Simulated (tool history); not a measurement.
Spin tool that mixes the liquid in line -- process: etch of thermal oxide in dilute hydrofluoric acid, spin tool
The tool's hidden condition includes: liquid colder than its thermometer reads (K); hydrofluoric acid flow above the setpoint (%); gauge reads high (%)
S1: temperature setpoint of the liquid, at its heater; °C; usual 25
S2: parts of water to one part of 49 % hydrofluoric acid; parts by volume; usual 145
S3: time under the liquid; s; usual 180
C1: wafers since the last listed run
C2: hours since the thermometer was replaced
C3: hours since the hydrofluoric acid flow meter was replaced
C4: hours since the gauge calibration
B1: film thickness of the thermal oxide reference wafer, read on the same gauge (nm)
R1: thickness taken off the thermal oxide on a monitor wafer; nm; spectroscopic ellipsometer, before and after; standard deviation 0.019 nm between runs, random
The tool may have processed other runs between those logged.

Run 1, day 0: usual settings but S3 205 s; C1 0; C2 1965.1; C3 1068.1; C4 110.2; B1 130.01. Result: R1 6.81 nm.
Run 2, day 0.529: usual settings but S3 205 s; C1 97; C2 1977.8; C3 1080.8; C4 122.9; B1 129.99. Result: R1 6.77 nm.
Run 3, day 1.1: usual settings but S3 205 s; C1 105; C2 1991.5; C3 1094.5; C4 136.6; B1 130.01. Result: R1 6.82 nm.
Run 4, day 1.446: usual settings; C1 63; C2 1999.8; C3 1102.8; C4 144.9; B1 130.03. Result: R1 5.95 nm.
Run 5, day 2.338: usual settings; C1 164; C2 2021.2; C3 1124.2; C4 166.3; B1 130. Result: R1 5.97 nm.
Run 6, day 3.083: usual settings but S3 105 s; C1 137; C2 2039.1; C3 1142.1; C4 184.2; B1 130. Result: R1 3.52 nm.
Run 7, day 3.804: usual settings but S3 105 s; C1 132; C2 2056.4; C3 1159.4; C4 201.5; B1 129.99. Result: R1 3.5 nm.
Run 8, day 4.4: usual settings but S1 26.5 °C; C1 109; C2 2070.7; C3 1173.7; C4 215.8; B1 130.01. Result: R1 6.39 nm.
Run 9, day 4.729: usual settings; C1 60; C2 2078.6; C3 1181.6; C4 223.7; B1 130.01. Result: R1 6.03 nm.
Run 10, day 5.1: usual settings but S1 23.5 °C; C1 68; C2 2087.5; C3 1190.5; C4 232.6; B1 129.98. Result: R1 5.7 nm.
At day 5.375: thermometer replaced.
At day 5.408: gauge calibrated.
Run 11, day 5.767: usual settings; C1 114; C2 9.4; C3 1206.5; C4 8.6; B1 129.99. Result: R1 6.08 nm.
Run 12, day 6.15: usual settings; C1 70; C2 18.6; C3 1215.7; C4 17.8; B1 130. Result: R1 6.06 nm.
At day 6.362: hydrofluoric acid flow meter replaced.
Run 13, day 6.533: usual settings but S1 23 °C, S2 165 parts by volume, S3 210 s; C1 62; C2 27.8; C3 4.1; C4 27; B1 129.99. Result: R1 5.06 nm.
Run 14, day 7.183: usual settings but S1 29 °C, S2 95 parts by volume, S3 220 s; C1 119; C2 43.4; C3 19.7; C4 42.6; B1 129.99. Result: R1 12.65 nm.
Run 15, day 7.596: usual settings but S2 165 parts by volume; C1 75; C2 53.3; C3 29.6; C4 52.5; B1 130.01. Result: R1 4.71 nm.
Run 16, day 8.062: usual settings; C1 85; C2 64.5; C3 40.8; C4 63.7; B1 129.98. Result: R1 5.49 nm.
Run 17, day 8.438: usual settings but S1 22.5 °C, S3 115 s; C1 68; C2 73.5; C3 49.8; C4 72.7; B1 130. Result: R1 3.19 nm.
Run 18, day 8.846: usual settings; C1 75; C2 83.3; C3 59.6; C4 82.5; B1 129.99. Result: R1 5.45 nm.
Run 19, day 9.583: usual settings but S2 95 parts by volume; C1 135; C2 101; C3 77.3; C4 100.2; B1 129.99. Result: R1 8.87 nm.

What the log doesn't show, run by run:
liquid colder than its thermometer reads (K): 0 on each run
gauge reads high (%): 0 on each run
H1: hydrofluoric acid flow above the setpoint (%)
run      H1
  1    8.09
  2    8.18
  3    8.28
  4    8.34
  5    8.49
  6    8.61
  7    8.73
  8    8.83
  9    8.89
 10    8.95
 11    9.06
 12    9.13
 13  0.0401
 14   0.149
 15   0.219
 16   0.297
 17    0.36
 18   0.429
 19   0.553
